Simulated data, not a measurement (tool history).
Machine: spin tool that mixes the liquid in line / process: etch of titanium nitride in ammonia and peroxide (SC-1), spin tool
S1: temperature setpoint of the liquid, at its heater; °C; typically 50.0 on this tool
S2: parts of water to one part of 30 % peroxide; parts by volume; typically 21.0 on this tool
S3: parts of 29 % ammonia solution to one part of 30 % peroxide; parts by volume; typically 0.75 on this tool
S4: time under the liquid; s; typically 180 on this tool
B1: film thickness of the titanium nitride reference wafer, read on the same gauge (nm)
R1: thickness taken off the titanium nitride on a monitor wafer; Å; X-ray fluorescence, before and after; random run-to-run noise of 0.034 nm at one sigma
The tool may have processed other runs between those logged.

run	hour	S1	S2	S3	S4	B1	R1
1	0.0	50.0	21.0	0.75	180	89.975	38.59
2	64.4	50.0	21.0	0.75	180	89.990	38.76
3	145.7	54.0	26.5	0.75	180	90.018	44.39
4	200.6	54.0	26.5	0.75	180	89.967	44.66
5	280.9	54.0	26.5	0.75	180	90.055	44.41
6	379.9	50.0	21.0	0.55	180	90.025	36.76
# hour 505.2: thermometer replaced
7	703.8	50.0	21.0	0.55	180	89.970	36.35
# hour 754.8: new drum of ammonia solution connected
8	783.7	50.0	21.0	0.55	180	89.980	36.05
# hour 952.0: ammonia flow meter replaced
9	1092.2	50.0	21.0	0.75	180	90.034	37.77
10	1194.8	50.0	21.0	0.75	180	90.032	37.97
11	1233.7	54.0	26.5	0.75	180	90.006	43.45
12	1314.8	54.0	26.5	0.75	180	89.985	43.09
13	1501.4	43.5	21.0	0.75	180	90.017	23.51
# hour 1542.5: thermometer replaced
14	1550.8	59.0	30.5	1.00	260	89.966	85.13
15	1648.9	40.0	16.5	1.00	180	90.039	21.37
16	1700.9	59.0	21.0	0.90	275	90.013	109.61
# hour 1821.7: heated supply line repaired
# hour 1872.6: new drum of ammonia solution connected
17	1879.6	50.0	21.0	0.75	180	90.058	40.82
# hour 1930.1: gauge calibrated
18	1961.0	46.0	21.0	0.35	180	89.962	26.48
19	2052.0	50.0	21.0	0.90	90	89.994	21.10
20	2098.8	56.5	21.0	0.75	145	89.942	50.37
21	2147.8	50.0	21.0	0.75	180	90.010	40.78
22	2198.8	50.0	21.0	0.55	105	89.968	22.49
23	2261.9	50.0	21.0	0.75	180	90.011	41.15
24	2356.2	50.0	21.0	1.15	180	90.012	43.04
25	2557.4	42.5	21.0	0.75	220	90.006	29.14

List, for all runs, the conditions of the tool that the log does not record:
liquid hotter than its thermometer reads (K): 0 on each run
ammonia flow above the setpoint (%): 0 on each run
ammonia solution weaker than its label (%): 0 on each run
gauge reads high (%): 0 on each run
H1: temperature lost on the way to the wafer (K)
run	H1
1	0.776
2	0.801
3	0.832
4	0.853
5	0.884
6	0.922
7	1.05
8	1.08
9	1.2
10	1.23
11	1.25
12	1.28
13	1.35
14	1.37
15	1.41
16	1.43
17	0.0569
18	0.0882
19	0.123
20	0.141
21	0.16
22	0.18
23	0.204
24	0.24
25	0.317
